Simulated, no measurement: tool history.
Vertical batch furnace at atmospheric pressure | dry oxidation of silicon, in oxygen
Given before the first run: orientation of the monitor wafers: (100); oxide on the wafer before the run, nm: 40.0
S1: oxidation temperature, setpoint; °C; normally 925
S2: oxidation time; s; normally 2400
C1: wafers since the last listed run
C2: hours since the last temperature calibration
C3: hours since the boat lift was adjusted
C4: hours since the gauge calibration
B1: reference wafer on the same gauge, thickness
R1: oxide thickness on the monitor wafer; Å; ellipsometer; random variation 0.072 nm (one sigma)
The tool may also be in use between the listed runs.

run,hour,S1,S2,C1,C2,C3,C4,B1,R1
1,0,925,2400,0,2540.1,2541.8,88.5,47.61,477.4
2,14,935,1680,264,2554.1,2555.8,102.5,47.58,462.1
3,31.9,935,1680,338,2572,2573.7,120.4,47.55,460.7
4,44.8,925,2400,243,2584.9,2586.6,133.3,47.52,477.1
5,55.6,925,2400,204,2595.7,2597.4,144.1,47.49,477.2
6,71.2,925,2400,294,2611.3,2613,159.7,47.43,475.8
7,107.7,925,2400,690,2647.8,2649.5,196.2,47.35,474.7
8,116.7,933,2400,170,2656.8,2658.5,205.2,47.32,485.8
9,133.3,933,2400,313,2673.4,2675.1,221.8,47.25,485.9
10,149,925,2400,296,2689.1,2690.8,237.5,47.19,475.2
# hour 174.2: gauge calibrated
# hour 174.3: thermocouples replaced and temperature profile calibrated
11,174.8,948,1410,34,0.5,2716.6,0.6,47.68,463
12,178.7,925,2400,37,4.4,2720.5,4.5,47.71,477.7
# hour 200.8: boat lift adjusted
13,201.3,925,1410,10,27,0.5,27.1,47.67,444.5
14,205.2,941,3540,73,30.9,4.4,31,47.66,548.3
15,209.2,949,2970,75,34.9,8.4,35,47.69,539
16,214.3,941,2100,96,40,13.5,40.1,47.66,487.4
17,230.1,942,2400,298,55.8,29.3,55.9,47.64,500
18,243.4,913,3210,251,69.1,42.6,69.2,47.65,487.4
19,259.3,948,3300,300,85,58.5,85.1,47.6,551.2

Consider 4 possible next runs. They are alternatives, not a sequence: every one starts from the tool as it was left by run 19. What does each give?
A,263.4,925,2070,77,89.1,62.6,89.2,?,?
B,263.4,911,3330,77,89.1,62.6,89.2,?,?
C,263.4,925,3420,77,89.1,62.6,89.2,?,?
D,263.4,902,1980,77,89.1,62.6,89.2,?,?

run,B1,R1
A,47.61,465.5
B,47.61,486.8
C,47.61,512.3
D,47.61,441.3
Take away the tool's hidden state, keep each run's random variation, and the runs would have read:
run,R1
A,466.4
B,487.7
C,513.2
D,442.1

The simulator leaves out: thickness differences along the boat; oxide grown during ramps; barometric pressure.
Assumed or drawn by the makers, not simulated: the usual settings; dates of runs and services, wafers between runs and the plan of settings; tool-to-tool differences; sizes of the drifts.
